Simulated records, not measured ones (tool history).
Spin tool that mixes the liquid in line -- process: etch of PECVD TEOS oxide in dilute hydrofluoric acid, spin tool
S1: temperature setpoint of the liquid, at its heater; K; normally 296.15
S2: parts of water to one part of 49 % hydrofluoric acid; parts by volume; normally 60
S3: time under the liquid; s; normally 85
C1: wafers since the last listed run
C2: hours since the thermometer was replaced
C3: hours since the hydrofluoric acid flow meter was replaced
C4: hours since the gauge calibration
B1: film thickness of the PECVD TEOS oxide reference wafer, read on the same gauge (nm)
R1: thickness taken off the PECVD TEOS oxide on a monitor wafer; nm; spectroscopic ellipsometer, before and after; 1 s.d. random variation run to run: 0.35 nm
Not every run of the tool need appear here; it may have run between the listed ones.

Run 1, hour 0.0: usual settings but S1 292.65 K; C1 0; C2 2601.9; C3 979.9; C4 560.9; B1 110.02. Result: R1 31.57 nm.
Run 2, hour 82.5: usual settings but S1 292.65 K; C1 797; C2 2684.4; C3 1062.4; C4 643.4; B1 109.99. Result: R1 30.97 nm.
Run 3, hour 130.3: usual settings; C1 462; C2 2732.2; C3 1110.2; C4 691.2; B1 110.01. Result: R1 35.47 nm.
Run 4, hour 175.3: usual settings; C1 435; C2 2777.2; C3 1155.2; C4 736.2; B1 109.99. Result: R1 36.17 nm.
Run 5, hour 238.1: usual settings but S2 45 parts by volume; C1 607; C2 2840.0; C3 1218.0; C4 799.0; B1 110.00. Result: R1 48.31 nm.
Run 6, hour 286.2: usual settings but S2 45 parts by volume; C1 465; C2 2888.1; C3 1266.1; C4 847.1; B1 110.00. Result: R1 48.69 nm.
Run 7, hour 325.0: usual settings but S2 45 parts by volume; C1 375; C2 2926.9; C3 1304.9; C4 885.9; B1 110.00. Result: R1 48.92 nm.
At hour 333.5: gauge calibrated.
Run 8, hour 389.5: usual settings but S1 299.15 K, S2 40 parts by volume; C1 623; C2 2991.4; C3 1369.4; C4 56.0; B1 110.00. Result: R1 61.89 nm.
Run 9, hour 421.0: usual settings but S1 299.15 K, S2 40 parts by volume; C1 304; C2 3022.9; C3 1400.9; C4 87.5; B1 110.00. Result: R1 62.58 nm.
At hour 463.2: thermometer replaced.
Run 10, hour 466.6: usual settings; C1 431; C2 3.4; C3 1446.5; C4 133.1; B1 110.01. Result: R1 39.74 nm.
Run 11, hour 493.6: usual settings; C1 261; C2 30.4; C3 1473.5; C4 160.1; B1 110.01. Result: R1 39.17 nm.
Run 12, hour 534.2: usual settings but S1 299.15 K; C1 392; C2 71.0; C3 1514.1; C4 200.7; B1 110.01. Result: R1 44.87 nm.
Run 13, hour 568.3: usual settings; C1 329; C2 105.1; C3 1548.2; C4 234.8; B1 110.01. Result: R1 39.86 nm.
At hour 587.9: hydrofluoric acid flow meter replaced.
Run 14, hour 601.3: usual settings but S3 55 s; C1 309; C2 138.1; C3 13.4; C4 267.8; B1 109.99. Result: R1 25.80 nm.
Run 15, hour 671.8: usual settings but S2 45 parts by volume, S3 115 s; C1 681; C2 208.6; C3 83.9; C4 338.3; B1 110.00. Result: R1 72.76 nm.
Run 16, hour 739.5: usual settings but S1 294.15 K, S2 80 parts by volume, S3 105 s; C1 654; C2 276.3; C3 151.6; C4 406.0; B1 109.99. Result: R1 32.44 nm.
Run 17, hour 793.6: usual settings but S1 292.15 K, S2 35 parts by volume, S3 50 s; C1 523; C2 330.4; C3 205.7; C4 460.1; B1 109.99. Result: R1 34.89 nm.
Run 18, hour 844.5: usual settings but S3 105 s; C1 492; C2 381.3; C3 256.6; C4 511.0; B1 110.01. Result: R1 48.19 nm.
Run 19, hour 901.1: usual settings but S1 298.15 K; C1 547; C2 437.9; C3 313.2; C4 567.6; B1 110.00. Result: R1 42.91 nm.
Run 20, hour 968.4: usual settings but S1 292.15 K, S2 35 parts by volume, S3 50 s; C1 650; C2 505.2; C3 380.5; C4 634.9; B1 110.01. Result: R1 34.52 nm.
Run 21, hour 1011.6: usual settings but S1 300.15 K, S2 40 parts by volume; C1 417; C2 548.4; C3 423.7; C4 678.1; B1 109.99. Result: R1 70.12 nm.
Run 22, hour 1039.6: usual settings; C1 270; C2 576.4; C3 451.7; C4 706.1; B1 110.00. Result: R1 38.43 nm.
Run 23, hour 1108.7: usual settings but S3 55 s; C1 668; C2 645.5; C3 520.8; C4 775.2; B1 109.99. Result: R1 25.21 nm.

Hidden state, per run?
hydrofluoric acid flow above the setpoint (%): 0 in every run
gauge reads high (%): 0 in every run
H1: liquid colder than its thermometer reads (K)
run      H1
  1    2.24
  2    2.31
  3    2.35
  4    2.39
  5    2.44
  6    2.48
  7    2.51
  8    2.57
  9    2.59
 10  0.0546
 11  0.0774
 12   0.112
 13    0.14
 14   0.168
 15   0.228
 16   0.285
 17    0.33
 18   0.373
 19   0.421
 20   0.478
 21   0.514
 22   0.538
 23   0.596
